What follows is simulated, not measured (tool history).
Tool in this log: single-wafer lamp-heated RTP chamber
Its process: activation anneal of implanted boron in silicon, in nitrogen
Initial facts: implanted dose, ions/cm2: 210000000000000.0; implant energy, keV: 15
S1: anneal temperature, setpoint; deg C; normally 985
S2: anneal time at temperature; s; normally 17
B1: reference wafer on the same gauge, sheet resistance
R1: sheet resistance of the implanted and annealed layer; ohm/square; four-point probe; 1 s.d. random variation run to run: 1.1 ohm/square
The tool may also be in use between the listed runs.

run 1 hour=0.0 | S1=985 S2=17 | B1=409.03 | R1=448.43
run 2 hour=14.7 | S1=985 S2=17 | B1=409.10 | R1=445.01
run 3 hour=23.2 | S1=985 S2=17 | B1=408.87 | R1=445.00
run 4 hour=37.7 | S1=970 S2=17 | B1=408.95 | R1=454.59
run 5 hour=51.2 | S1=970 S2=17 | B1=409.00 | R1=455.04
run 6 hour=60.7 | S1=985 S2=22 | B1=408.74 | R1=443.87
run 7 hour=71.9 | S1=985 S2=17 | B1=408.81 | R1=443.85
run 8 hour=85.6 | S1=985 S2=17 | B1=409.07 | R1=445.11
run 9 hour=103.4 | S1=974 S2=17 | B1=408.72 | R1=449.67
run 10 hour=119.9 | S1=974 S2=17 | B1=409.09 | R1=450.97
run 11 hour=132.4 | S1=974 S2=17 | B1=409.05 | R1=450.08
-- hour=146.6 reflector plate cleaned
run 12 hour=150.4 | S1=1008 S2=17 | B1=408.87 | R1=439.86
run 13 hour=166.0 | S1=985 S2=17 | B1=409.02 | R1=443.96
run 14 hour=178.0 | S1=985 S2=17 | B1=409.08 | R1=444.76
run 15 hour=194.4 | S1=1002 S2=10 | B1=408.93 | R1=442.35
run 16 hour=203.5 | S1=985 S2=17 | B1=409.26 | R1=445.71
run 17 hour=217.1 | S1=969 S2=11 | B1=409.02 | R1=456.93
run 18 hour=234.8 | S1=985 S2=25 | B1=409.04 | R1=443.75
-- hour=247.5 gauge calibrated
-- hour=250.3 pyrometer window cleaned and pyrometer calibrated
run 19 hour=250.8 | S1=970 S2=11 | B1=409.19 | R1=471.95
run 20 hour=256.8 | S1=964 S2=25 | B1=408.97 | R1=470.26
run 21 hour=270.3 | S1=970 S2=11 | B1=409.00 | R1=468.99
run 22 hour=280.6 | S1=970 S2=12 | B1=408.88 | R1=467.27
run 23 hour=295.9 | S1=968 S2=14 | B1=409.29 | R1=467.77
run 24 hour=307.4 | S1=985 S2=17 | B1=409.11 | R1=448.31
run 25 hour=322.4 | S1=985 S2=20 | B1=408.93 | R1=446.43
run 26 hour=335.3 | S1=974 S2=8 | B1=409.03 | R1=461.50
run 27 hour=353.1 | S1=1004 S2=11 | B1=409.15 | R1=443.65
run 28 hour=364.9 | S1=968 S2=21 | B1=408.89 | R1=455.43

Branching from run 28: 4 alternative next runs. What would each branch give?
run A hour=365.3 | S1=995 S2=17 | B1=? | R1=?
run B hour=365.3 | S1=1006 S2=7 | B1=? | R1=?
run C hour=365.3 | S1=957 S2=17 | B1=? | R1=?
run D hour=365.3 | S1=1000 S2=14 | B1=? | R1=?

run=A B1=408.93 R1=441.62
run=B B1=408.93 R1=441.64
run=C B1=408.93 R1=475.33
run=D B1=408.93 R1=440.94
Without the tool's unlogged condition, the same runs would have read:
run=A R1=444.43
run=B R1=443.70
run=C R1=493.37
run=D R1=443.25

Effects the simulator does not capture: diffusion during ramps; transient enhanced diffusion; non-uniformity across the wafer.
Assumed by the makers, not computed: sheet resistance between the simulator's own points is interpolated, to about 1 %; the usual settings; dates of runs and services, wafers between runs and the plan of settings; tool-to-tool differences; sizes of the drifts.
